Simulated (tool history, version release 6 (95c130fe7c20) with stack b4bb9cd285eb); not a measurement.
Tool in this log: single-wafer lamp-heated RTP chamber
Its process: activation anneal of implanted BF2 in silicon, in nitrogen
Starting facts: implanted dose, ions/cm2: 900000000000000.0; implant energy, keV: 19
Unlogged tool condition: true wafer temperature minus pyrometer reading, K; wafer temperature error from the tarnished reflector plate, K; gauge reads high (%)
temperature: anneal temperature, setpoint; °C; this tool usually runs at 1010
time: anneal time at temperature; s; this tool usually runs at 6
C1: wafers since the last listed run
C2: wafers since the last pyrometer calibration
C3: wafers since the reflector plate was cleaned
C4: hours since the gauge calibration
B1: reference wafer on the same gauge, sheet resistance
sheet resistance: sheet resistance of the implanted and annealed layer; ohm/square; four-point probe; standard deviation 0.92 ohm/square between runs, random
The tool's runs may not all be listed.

{"run": 1, "hour": 0.0, "temperature": 1010, "time": 6, "C1": 0, "C2": 2925, "C3": 1645, "C4": 1066.1, "B1": 257.16, "sheet resistance": 229.51}
{"run": 2, "hour": 65.7, "temperature": 1010, "time": 6, "C1": 1268, "C2": 4193, "C3": 2913, "C4": 1131.8, "B1": 257.17, "sheet resistance": 226.16}
{"run": 3, "hour": 96.4, "temperature": 1010, "time": 6, "C1": 592, "C2": 4785, "C3": 3505, "C4": 1162.5, "B1": 257, "sheet resistance": 225.29}
{"run": 4, "hour": 121.4, "temperature": 1010, "time": 6, "C1": 482, "C2": 5268, "C3": 3988, "C4": 1187.5, "B1": 257.32, "sheet resistance": 221.43}
{"run": 5, "hour": 162.6, "temperature": 1017, "time": 3, "C1": 795, "C2": 6063, "C3": 4783, "C4": 1228.7, "B1": 256.37, "sheet resistance": 226.16}
{"hour": 180.9, "done": "pyrometer window cleaned and pyrometer calibrated"}
{"run": 6, "hour": 225.1, "temperature": 1010, "time": 6, "C1": 1051, "C2": 853, "C3": 5835, "C4": 1291.2, "B1": 256.88, "sheet resistance": 229.05}
{"run": 7, "hour": 289.7, "temperature": 1010, "time": 6, "C1": 1246, "C2": 2100, "C3": 7082, "C4": 1355.8, "B1": 256.68, "sheet resistance": 228.73}
{"run": 8, "hour": 317.6, "temperature": 1010, "time": 6, "C1": 538, "C2": 2639, "C3": 7620, "C4": 1383.7, "B1": 256.45, "sheet resistance": 228.07}
{"run": 9, "hour": 352.4, "temperature": 1010, "time": 6, "C1": 671, "C2": 3310, "C3": 8292, "C4": 1418.5, "B1": 256.75, "sheet resistance": 227.05}
{"run": 10, "hour": 449.8, "temperature": 1010, "time": 6, "C1": 1880, "C2": 5190, "C3": 10172, "C4": 1515.9, "B1": 256.94, "sheet resistance": 222.22}
{"hour": 476.2, "done": "reflector plate cleaned"}
{"run": 11, "hour": 478.5, "temperature": 1010, "time": 7, "C1": 399, "C2": 5590, "C3": 44, "C4": 1544.6, "B1": 256.72, "sheet resistance": 217.61}
{"hour": 494.9, "done": "pyrometer window cleaned and pyrometer calibrated"}
{"run": 12, "hour": 519.1, "temperature": 1010, "time": 6, "C1": 629, "C2": 466, "C3": 673, "C4": 1585.2, "B1": 257.16, "sheet resistance": 228.37}
{"run": 13, "hour": 565.8, "temperature": 1010, "time": 6, "C1": 901, "C2": 1367, "C3": 1574, "C4": 1631.9, "B1": 256.7, "sheet resistance": 231.42}
{"run": 14, "hour": 601.7, "temperature": 1010, "time": 6, "C1": 692, "C2": 2060, "C3": 2267, "C4": 1667.8, "B1": 257.01, "sheet resistance": 228.86}
{"run": 15, "hour": 659.0, "temperature": 1010, "time": 6, "C1": 1105, "C2": 3166, "C3": 3373, "C4": 1725.1, "B1": 257, "sheet resistance": 227.29}
{"hour": 677.7, "done": "gauge calibrated"}
{"hour": 762.7, "done": "pyrometer window cleaned and pyrometer calibrated"}
{"run": 16, "hour": 825.5, "temperature": 1010, "time": 6, "C1": 3059, "C2": 1212, "C3": 6433, "C4": 147.8, "B1": 256.93, "sheet resistance": 230.06}
{"run": 17, "hour": 880.2, "temperature": 1010, "time": 6, "C1": 1055, "C2": 2268, "C3": 7489, "C4": 202.5, "B1": 256.64, "sheet resistance": 230.58}
{"run": 18, "hour": 905.7, "temperature": 993, "time": 3, "C1": 492, "C2": 2760, "C3": 7981, "C4": 228, "B1": 256.63, "sheet resistance": 260.24}
{"hour": 951.3, "done": "reflector plate cleaned"}
{"run": 19, "hour": 971.9, "temperature": 987, "time": 3, "C1": 1123, "C2": 3884, "C3": 397, "C4": 294.2, "B1": 257.07, "sheet resistance": 267.02}
{"hour": 1035.2, "done": "pyrometer window cleaned and pyrometer calibrated"}
{"run": 20, "hour": 1035.7, "temperature": 1036, "time": 6, "C1": 1077, "C2": 10, "C3": 1474, "C4": 358, "B1": 257.04, "sheet resistance": 202.07}
{"run": 21, "hour": 1092.3, "temperature": 1027, "time": 6, "C1": 1092, "C2": 1102, "C3": 2567, "C4": 414.6, "B1": 257.16, "sheet resistance": 211.12}
{"run": 22, "hour": 1154.1, "temperature": 1010, "time": 8, "C1": 1192, "C2": 2295, "C3": 3760, "C4": 476.4, "B1": 257.02, "sheet resistance": 221.33}
{"run": 23, "hour": 1195.9, "temperature": 1010, "time": 6, "C1": 806, "C2": 3102, "C3": 4566, "C4": 518.2, "B1": 256.97, "sheet resistance": 226.04}
{"run": 24, "hour": 1276.4, "temperature": 989, "time": 3, "C1": 1553, "C2": 4656, "C3": 6120, "C4": 598.7, "B1": 256.54, "sheet resistance": 260.05}
{"run": 25, "hour": 1321.0, "temperature": 1000, "time": 5, "C1": 860, "C2": 5517, "C3": 6981, "C4": 643.3, "B1": 256.8, "sheet resistance": 237.8}
{"run": 26, "hour": 1346.1, "temperature": 1010, "time": 6, "C1": 484, "C2": 6001, "C3": 7466, "C4": 668.4, "B1": 257.09, "sheet resistance": 220.52}
{"hour": 1374.3, "done": "pyrometer window cleaned and pyrometer calibrated"}
{"run": 27, "hour": 1394.5, "temperature": 1021, "time": 9, "C1": 779, "C2": 389, "C3": 8245, "C4": 716.8, "B1": 257.14, "sheet resistance": 207.13}
{"run": 28, "hour": 1448.6, "temperature": 1039, "time": 10, "C1": 1044, "C2": 1433, "C3": 9290, "C4": 770.9, "B1": 256.45, "sheet resistance": 186.83}

The next listed run, before its measurement:
{"run": 29, "hour": 1473.7, "temperature": 1010, "time": 6, "C1": 484, "C2": 1918, "C3": 9774, "C4": 796, "B1": "?", "sheet resistance": "?"}

Run 29 measured B1 256.37, sheet resistance 228.23 ohm/square.
If the tool had no hidden condition, the same run with the same run-to-run variation would have returned sheet resistance 230.75 ohm/square.
